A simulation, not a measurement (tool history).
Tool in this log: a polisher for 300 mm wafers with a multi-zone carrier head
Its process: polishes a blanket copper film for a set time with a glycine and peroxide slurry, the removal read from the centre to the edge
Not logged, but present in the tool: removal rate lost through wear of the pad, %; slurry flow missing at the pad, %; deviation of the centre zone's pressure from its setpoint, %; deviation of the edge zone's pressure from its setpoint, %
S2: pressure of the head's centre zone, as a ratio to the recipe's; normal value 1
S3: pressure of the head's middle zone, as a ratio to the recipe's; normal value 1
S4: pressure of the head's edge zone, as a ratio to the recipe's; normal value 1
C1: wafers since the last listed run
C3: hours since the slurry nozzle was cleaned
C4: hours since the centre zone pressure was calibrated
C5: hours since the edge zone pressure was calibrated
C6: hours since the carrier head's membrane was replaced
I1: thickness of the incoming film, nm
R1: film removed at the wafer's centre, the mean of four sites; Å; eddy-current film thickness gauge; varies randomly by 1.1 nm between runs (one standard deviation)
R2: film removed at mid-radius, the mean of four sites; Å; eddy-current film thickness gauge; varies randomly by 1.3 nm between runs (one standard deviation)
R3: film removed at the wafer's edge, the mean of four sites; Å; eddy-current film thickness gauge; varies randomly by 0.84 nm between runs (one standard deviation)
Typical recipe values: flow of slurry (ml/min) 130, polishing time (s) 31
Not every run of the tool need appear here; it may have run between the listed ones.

{"run": 1, "day": 0.0, "flow of slurry (ml/min)": 130, "S2": 1, "S3": 1, "S4": 1, "polishing time (s)": 31, "C1": 0, "wafers polished on this pad": 174, "C3": 134.2, "C4": 1469.5, "C5": 1331.4, "C6": 1002.3, "I1": 2200.7, "R1": 1279, "R2": 1342, "R3": 1294}
{"run": 2, "day": 0.262, "flow of slurry (ml/min)": 130, "S2": 1, "S3": 1, "S4": 1, "polishing time (s)": 31, "C1": 91, "wafers polished on this pad": 265, "C3": 140.5, "C4": 1475.8, "C5": 1337.7, "C6": 1008.6, "I1": 2246.8, "R1": 1275, "R2": 1303, "R3": 1305}
{"run": 3, "day": 0.775, "flow of slurry (ml/min)": 130, "S2": 1, "S3": 1.03, "S4": 1, "polishing time (s)": 31, "C1": 178, "wafers polished on this pad": 443, "C3": 152.8, "C4": 1488.1, "C5": 1350, "C6": 1020.9, "I1": 2222.8, "R1": 1279, "R2": 1358, "R3": 1300}
{"run": 4, "day": 1.096, "flow of slurry (ml/min)": 130, "S2": 1, "S3": 1.03, "S4": 1, "polishing time (s)": 31, "C1": 111, "wafers polished on this pad": 555, "C3": 160.5, "C4": 1495.8, "C5": 1357.7, "C6": 1028.6, "I1": 2235.1, "R1": 1264, "R2": 1333, "R3": 1306}
{"run": 5, "day": 1.462, "flow of slurry (ml/min)": 130, "S2": 1, "S3": 1, "S4": 1, "polishing time (s)": 31, "C1": 127, "wafers polished on this pad": 683, "C3": 169.3, "C4": 1504.6, "C5": 1366.5, "C6": 1037.4, "I1": 2219.5, "R1": 1255, "R2": 1293, "R3": 1280}
{"run": 6, "day": 1.992, "flow of slurry (ml/min)": 130, "S2": 1, "S3": 1, "S4": 1.09, "polishing time (s)": 31, "C1": 184, "wafers polished on this pad": 867, "C3": 182, "C4": 1517.3, "C5": 1379.2, "C6": 1050.1, "I1": 2209.5, "R1": 1233, "R2": 1287, "R3": 1319}
{"run": 7, "day": 2.583, "flow of slurry (ml/min)": 130, "S2": 1, "S3": 0.96, "S4": 1, "polishing time (s)": 31, "C1": 206, "wafers polished on this pad": 1073, "C3": 196.2, "C4": 1531.5, "C5": 1393.4, "C6": 1064.3, "I1": 2212.4, "R1": 1222, "R2": 1222, "R3": 1245}
{"day": 3.004, "done": "carrier head's membrane replaced by a new one"}
{"day": 3.254, "done": "worn pad replaced by a new one"}
{"run": 8, "day": 3.275, "flow of slurry (ml/min)": 130, "S2": 1, "S3": 0.96, "S4": 1, "polishing time (s)": 31, "C1": 110, "wafers polished on this pad": 6, "C3": 212.8, "C4": 1548.1, "C5": 1410, "C6": 6.5, "I1": 2230.6, "R1": 1284, "R2": 1266, "R3": 1309}
{"day": 3.4, "done": "slurry nozzle cleaned"}
{"day": 3.642, "done": "centre zone pressure recalibrated"}
{"run": 9, "day": 3.671, "flow of slurry (ml/min)": 110, "S2": 1, "S3": 1.08, "S4": 1, "polishing time (s)": 35, "C1": 94, "wafers polished on this pad": 100, "C3": 6.5, "C4": 0.7, "C5": 1419.5, "C6": 16, "I1": 2185.2, "R1": 1378, "R2": 1504, "R3": 1441}
{"run": 10, "day": 3.979, "flow of slurry (ml/min)": 130, "S2": 0.94, "S3": 0.94, "S4": 1.07, "polishing time (s)": 34, "C1": 107, "wafers polished on this pad": 208, "C3": 13.9, "C4": 8.1, "C5": 1426.9, "C6": 23.4, "I1": 2218.8, "R1": 1341, "R2": 1360, "R3": 1484}
{"day": 4.15, "done": "edge zone pressure recalibrated"}
{"run": 11, "day": 4.275, "flow of slurry (ml/min)": 90, "S2": 1, "S3": 1.04, "S4": 1, "polishing time (s)": 22, "C1": 74, "wafers polished on this pad": 282, "C3": 21, "C4": 15.2, "C5": 3, "C6": 30.5, "I1": 2195.7, "R1": 830, "R2": 901, "R3": 876}
{"run": 12, "day": 4.762, "flow of slurry (ml/min)": 145, "S2": 1, "S3": 0.89, "S4": 1.04, "polishing time (s)": 40, "C1": 169, "wafers polished on this pad": 452, "C3": 32.7, "C4": 26.9, "C5": 14.7, "C6": 42.2, "I1": 2231.4, "R1": 1687, "R2": 1531, "R3": 1733}
{"run": 13, "day": 5.033, "flow of slurry (ml/min)": 175, "S2": 1.08, "S3": 1, "S4": 1, "polishing time (s)": 34, "C1": 94, "wafers polished on this pad": 546, "C3": 39.2, "C4": 33.4, "C5": 21.2, "C6": 48.7, "I1": 2187.3, "R1": 1598, "R2": 1486, "R3": 1481}
{"run": 14, "day": 5.412, "flow of slurry (ml/min)": 130, "S2": 1, "S3": 1, "S4": 1, "polishing time (s)": 31, "C1": 132, "wafers polished on this pad": 678, "C3": 48.3, "C4": 42.5, "C5": 30.3, "C6": 57.8, "I1": 2214.8, "R1": 1237, "R2": 1299, "R3": 1276}
{"run": 15, "day": 5.862, "flow of slurry (ml/min)": 130, "S2": 1, "S3": 1, "S4": 1, "polishing time (s)": 31, "C1": 156, "wafers polished on this pad": 835, "C3": 59.1, "C4": 53.3, "C5": 41.1, "C6": 68.6, "I1": 2214.8, "R1": 1252, "R2": 1260, "R3": 1262}
{"run": 16, "day": 6.208, "flow of slurry (ml/min)": 90, "S2": 0.93, "S3": 1, "S4": 1.12, "polishing time (s)": 21, "C1": 120, "wafers polished on this pad": 955, "C3": 67.4, "C4": 61.6, "C5": 49.4, "C6": 76.9, "I1": 2207.3, "R1": 728, "R2": 794, "R3": 861}

Consider 4 possible next runs. They are alternatives, not a sequence: every one starts from the tool as it was left by run 16. What does each give?
{"run": "A", "day": 6.225, "flow of slurry (ml/min)": 130, "S2": 1, "S3": 1, "S4": 1, "polishing time (s)": 31, "C1": 5, "wafers polished on this pad": 961, "C3": 67.8, "C4": 62, "C5": 49.8, "C6": 77.3, "I1": 2197, "R1": "?", "R2": "?", "R3": "?"}
{"run": "B", "day": 6.225, "flow of slurry (ml/min)": 130, "S2": 1.06, "S3": 1, "S4": 1, "polishing time (s)": 31, "C1": 5, "wafers polished on this pad": 961, "C3": 67.8, "C4": 62, "C5": 49.8, "C6": 77.3, "I1": 2197, "R1": "?", "R2": "?", "R3": "?"}
{"run": "C", "day": 6.225, "flow of slurry (ml/min)": 100, "S2": 1, "S3": 1, "S4": 1, "polishing time (s)": 21, "C1": 5, "wafers polished on this pad": 961, "C3": 67.8, "C4": 62, "C5": 49.8, "C6": 77.3, "I1": 2197, "R1": "?", "R2": "?", "R3": "?"}
{"run": "D", "day": 6.225, "flow of slurry (ml/min)": 130, "S2": 1.1, "S3": 1, "S4": 1, "polishing time (s)": 31, "C1": 5, "wafers polished on this pad": 961, "C3": 67.8, "C4": 62, "C5": 49.8, "C6": 77.3, "I1": 2197, "R1": "?", "R2": "?", "R3": "?"}

run=A R1=1232 R2=1266 R3=1267
run=B R1=1303 R2=1266 R3=1267
run=C R1=786 R2=813 R3=827
run=D R1=1351 R2=1266 R3=1267
Had the tool no hidden state, the same runs would have come out as:
run=A R1=1292 R2=1327 R3=1328
run=B R1=1366 R2=1327 R3=1328
run=C R1=823 R2=852 R3=866
run=D R1=1415 R2=1326 R3=1328

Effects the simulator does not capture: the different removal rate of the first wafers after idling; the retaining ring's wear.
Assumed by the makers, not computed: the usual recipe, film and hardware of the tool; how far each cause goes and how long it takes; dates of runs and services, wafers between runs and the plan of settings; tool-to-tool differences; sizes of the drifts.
